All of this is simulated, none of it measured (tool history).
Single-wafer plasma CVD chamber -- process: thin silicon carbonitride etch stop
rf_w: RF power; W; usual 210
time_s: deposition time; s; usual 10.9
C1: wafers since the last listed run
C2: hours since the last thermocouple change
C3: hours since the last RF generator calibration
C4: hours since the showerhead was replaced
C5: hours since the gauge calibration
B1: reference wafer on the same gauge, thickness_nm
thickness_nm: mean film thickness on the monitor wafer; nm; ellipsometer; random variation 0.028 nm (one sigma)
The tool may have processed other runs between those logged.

{"run": 1, "hour": 0.0, "rf_w": 210, "time_s": 10.9, "C1": 0, "C2": 260.5, "C3": 853.5, "C4": 1138.2, "C5": 925.3, "B1": 4.989, "thickness_nm": 5.681}
{"run": 2, "hour": 52.6, "rf_w": 190, "time_s": 10.9, "C1": 2352, "C2": 313.1, "C3": 906.1, "C4": 1190.8, "C5": 977.9, "B1": 4.991, "thickness_nm": 5.438}
{"run": 3, "hour": 153.0, "rf_w": 210, "time_s": 9.2, "C1": 4490, "C2": 413.5, "C3": 1006.5, "C4": 1291.2, "C5": 1078.3, "B1": 4.99, "thickness_nm": 4.819}
{"run": 4, "hour": 226.4, "rf_w": 210, "time_s": 9.2, "C1": 3282, "C2": 486.9, "C3": 1079.9, "C4": 1364.6, "C5": 1151.7, "B1": 4.994, "thickness_nm": 4.774}
{"run": 5, "hour": 265.8, "rf_w": 210, "time_s": 9.2, "C1": 1762, "C2": 526.3, "C3": 1119.3, "C4": 1404.0, "C5": 1191.1, "B1": 4.988, "thickness_nm": 4.794}
{"run": 6, "hour": 353.8, "rf_w": 210, "time_s": 10.9, "C1": 3935, "C2": 614.3, "C3": 1207.3, "C4": 1492.0, "C5": 1279.1, "B1": 4.997, "thickness_nm": 5.68}
{"run": 7, "hour": 614.4, "rf_w": 210, "time_s": 10.9, "C1": 11654, "C2": 874.9, "C3": 1467.9, "C4": 1752.6, "C5": 1539.7, "B1": 4.993, "thickness_nm": 5.626}
{"run": 8, "hour": 708.2, "rf_w": 210, "time_s": 10.9, "C1": 4194, "C2": 968.7, "C3": 1561.7, "C4": 1846.4, "C5": 1633.5, "B1": 4.99, "thickness_nm": 5.634}
{"run": 9, "hour": 760.2, "rf_w": 210, "time_s": 10.9, "C1": 2325, "C2": 1020.7, "C3": 1613.7, "C4": 1898.4, "C5": 1685.5, "B1": 4.991, "thickness_nm": 5.631}
{"run": 10, "hour": 859.3, "rf_w": 185, "time_s": 10.9, "C1": 4431, "C2": 1119.8, "C3": 1712.8, "C4": 1997.5, "C5": 1784.6, "B1": 4.993, "thickness_nm": 5.382}
{"hour": 912.4, "done": "RF generator calibrated"}
{"run": 11, "hour": 926.5, "rf_w": 185, "time_s": 10.9, "C1": 2647, "C2": 1187.0, "C3": 14.1, "C4": 2064.7, "C5": 1851.8, "B1": 4.993, "thickness_nm": 5.425}
{"hour": 934.7, "done": "gauge calibrated"}
{"run": 12, "hour": 1027.6, "rf_w": 210, "time_s": 10.9, "C1": 4521, "C2": 1288.1, "C3": 115.2, "C4": 2165.8, "C5": 92.9, "B1": 4.995, "thickness_nm": 5.67}
{"run": 13, "hour": 1116.5, "rf_w": 230, "time_s": 8.7, "C1": 3975, "C2": 1377.0, "C3": 204.1, "C4": 2254.7, "C5": 181.8, "B1": 4.991, "thickness_nm": 4.683}
{"run": 14, "hour": 1155.3, "rf_w": 235, "time_s": 12.1, "C1": 1735, "C2": 1415.8, "C3": 242.9, "C4": 2293.5, "C5": 220.6, "B1": 4.989, "thickness_nm": 6.515}
{"run": 15, "hour": 1238.5, "rf_w": 210, "time_s": 9.2, "C1": 3720, "C2": 1499.0, "C3": 326.1, "C4": 2376.7, "C5": 303.8, "B1": 4.988, "thickness_nm": 4.793}
{"run": 16, "hour": 1289.6, "rf_w": 180, "time_s": 13.0, "C1": 2285, "C2": 1550.1, "C3": 377.2, "C4": 2427.8, "C5": 354.9, "B1": 4.993, "thickness_nm": 6.549}
{"run": 17, "hour": 1358.5, "rf_w": 245, "time_s": 10.9, "C1": 3081, "C2": 1619.0, "C3": 446.1, "C4": 2496.7, "C5": 423.8, "B1": 4.995, "thickness_nm": 6.01}
{"hour": 1414.7, "done": "thermocouple changed; heater temperature recalibrated"}
{"hour": 1458.4, "done": "showerhead replaced, of another model than before"}
{"run": 18, "hour": 1462.7, "rf_w": 250, "time_s": 10.3, "C1": 3944, "C2": 48.0, "C3": 550.3, "C4": 4.3, "C5": 528.0, "B1": 4.99, "thickness_nm": 5.766}
{"run": 19, "hour": 1505.8, "rf_w": 210, "time_s": 10.9, "C1": 1927, "C2": 91.1, "C3": 593.4, "C4": 47.4, "C5": 571.1, "B1": 4.984, "thickness_nm": 5.698}
{"run": 20, "hour": 1581.7, "rf_w": 210, "time_s": 10.9, "C1": 3394, "C2": 167.0, "C3": 669.3, "C4": 123.3, "C5": 647.0, "B1": 4.986, "thickness_nm": 5.65}
{"run": 21, "hour": 1682.3, "rf_w": 195, "time_s": 12.6, "C1": 4498, "C2": 267.6, "C3": 769.9, "C4": 223.9, "C5": 747.6, "B1": 4.987, "thickness_nm": 6.298}
{"run": 22, "hour": 1778.0, "rf_w": 195, "time_s": 10.9, "C1": 4279, "C2": 363.3, "C3": 865.6, "C4": 319.6, "C5": 843.3, "B1": 4.993, "thickness_nm": 5.448}
{"run": 23, "hour": 1844.4, "rf_w": 200, "time_s": 12.6, "C1": 2969, "C2": 429.7, "C3": 932.0, "C4": 386.0, "C5": 909.7, "B1": 4.986, "thickness_nm": 6.356}
{"run": 24, "hour": 1985.7, "rf_w": 250, "time_s": 12.6, "C1": 6319, "C2": 571.0, "C3": 1073.3, "C4": 527.3, "C5": 1051.0, "B1": 4.985, "thickness_nm": 7.037}

Predict each of these 3 candidate next runs independently; none follows another, all start after run 24:
{"run": "A", "hour": 1986.1, "rf_w": 210, "time_s": 10.9, "C1": 17, "C2": 571.4, "C3": 1073.7, "C4": 527.7, "C5": 1051.4, "B1": "?", "thickness_nm": "?"}
{"run": "B", "hour": 1986.1, "rf_w": 210, "time_s": 9.4, "C1": 17, "C2": 571.4, "C3": 1073.7, "C4": 527.7, "C5": 1051.4, "B1": "?", "thickness_nm": "?"}
{"run": "C", "hour": 1986.1, "rf_w": 170, "time_s": 9.9, "C1": 17, "C2": 571.4, "C3": 1073.7, "C4": 527.7, "C5": 1051.4, "B1": "?", "thickness_nm": "?"}

run=A B1=4.990 thickness_nm=5.636
run=B B1=4.990 thickness_nm=4.860
run=C B1=4.990 thickness_nm=4.655
Without the tool's unlogged condition, the same runs would have read:
run=A thickness_nm=5.718
run=B thickness_nm=4.931
run=C thickness_nm=4.723
